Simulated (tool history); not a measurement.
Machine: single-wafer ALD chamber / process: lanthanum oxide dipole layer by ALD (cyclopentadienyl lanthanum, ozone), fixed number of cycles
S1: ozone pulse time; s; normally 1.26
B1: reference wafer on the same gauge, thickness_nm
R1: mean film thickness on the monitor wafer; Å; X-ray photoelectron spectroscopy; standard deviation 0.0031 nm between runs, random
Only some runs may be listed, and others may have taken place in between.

| run | hour | S1 | B1 | R1 |
|---|---|---|---|---|
| 1 | 0 | 1.56 | 0.691 | 5.99 |
| 2 | 35.8 | 1.26 | 0.691 | 5.53 |
| 3 | 74.1 | 1.26 | 0.692 | 5.53 |
| 4 | 113.8 | 1.26 | 0.691 | 5.55 |
| 5 | 139.1 | 1.26 | 0.691 | 5.5 |
| 6 | 195.5 | 1.26 | 0.69 | 5.48 |
| 7 | 240.1 | 1.26 | 0.691 | 5.53 |
| 8 | 290.1 | 1.54 | 0.691 | 5.91 |
|  | 302.8 | ozone generator serviced |
| 9 | 334.4 | 1.54 | 0.69 | 6.07 |
| 10 | 372.8 | 1.54 | 0.69 | 6.03 |
| 11 | 398.6 | 1.26 | 0.691 | 5.79 |
| 12 | 428.2 | 1.26 | 0.69 | 5.7 |
| 13 | 468.7 | 1.26 | 0.692 | 5.7 |
| 14 | 508.1 | 1.26 | 0.692 | 5.62 |
| 15 | 561.8 | 1.15 | 0.691 | 5.49 |
| 16 | 665.4 | 1.26 | 0.689 | 5.63 |
| 17 | 706.1 | 1.7 | 0.691 | 6.06 |
| 18 | 746.9 | 1.26 | 0.691 | 5.58 |
| 19 | 773.6 | 1.04 | 0.691 | 5.15 |
| 20 | 828.8 | 1.44 | 0.691 | 5.88 |
|  | 907.1 | gauge calibrated |
| 21 | 931.2 | 1.26 | 0.691 | 5.58 |
|  | 978.9 | thermocouple changed; heater temperature recalibrated |
| 22 | 979.4 | 1.61 | 0.691 | 5.98 |
| 23 | 1017.3 | 1.71 | 0.692 | 6.05 |
| 24 | 1073 | 1.72 | 0.692 | 6.01 |
|  | 1107.4 | showerhead replaced, of another model than before |
| 25 | 1122.3 | 1.01 | 0.692 | 5.46 |
|  | 1137.2 | ozone generator serviced |
| 26 | 1148 | 1.26 | 0.691 | 5.81 |
| 27 | 1182.4 | 1.26 | 0.692 | 5.84 |
| 28 | 1244.6 | 0.8 | 0.691 | 5.22 |
| 29 | 1305.7 | 1.74 | 0.691 | 6.09 |
| 30 | 1330.4 | 1.44 | 0.691 | 5.87 |
| 31 | 1394.3 | 1.09 | 0.691 | 5.58 |
| 32 | 1450.3 | 1.69 | 0.691 | 5.99 |
| 33 | 1603.7 | 0.97 | 0.691 | 5.37 |
| 34 | 1650.3 | 1.58 | 0.69 | 5.92 |
| 35 | 1704 | 0.77 | 0.691 | 5.13 |

Below are 3 alternative next runs, each starting from the tool's condition after run 35. Predict each:
| A | 1704.4 | 1.26 | ? | ? |
| B | 1704.4 | 1.68 | ? | ? |
| C | 1704.4 | 1.51 | ? | ? |

| run | B1 | R1 |
|---|---|---|
| A | 0.691 | 5.7 |
| B | 0.691 | 5.97 |
| C | 0.691 | 5.88 |
With the hidden condition removed and each run's random variation left untouched, the same runs would have given:
| run | R1 |
|---|---|
| A | 5.83 |
| B | 6.06 |
| C | 5.99 |
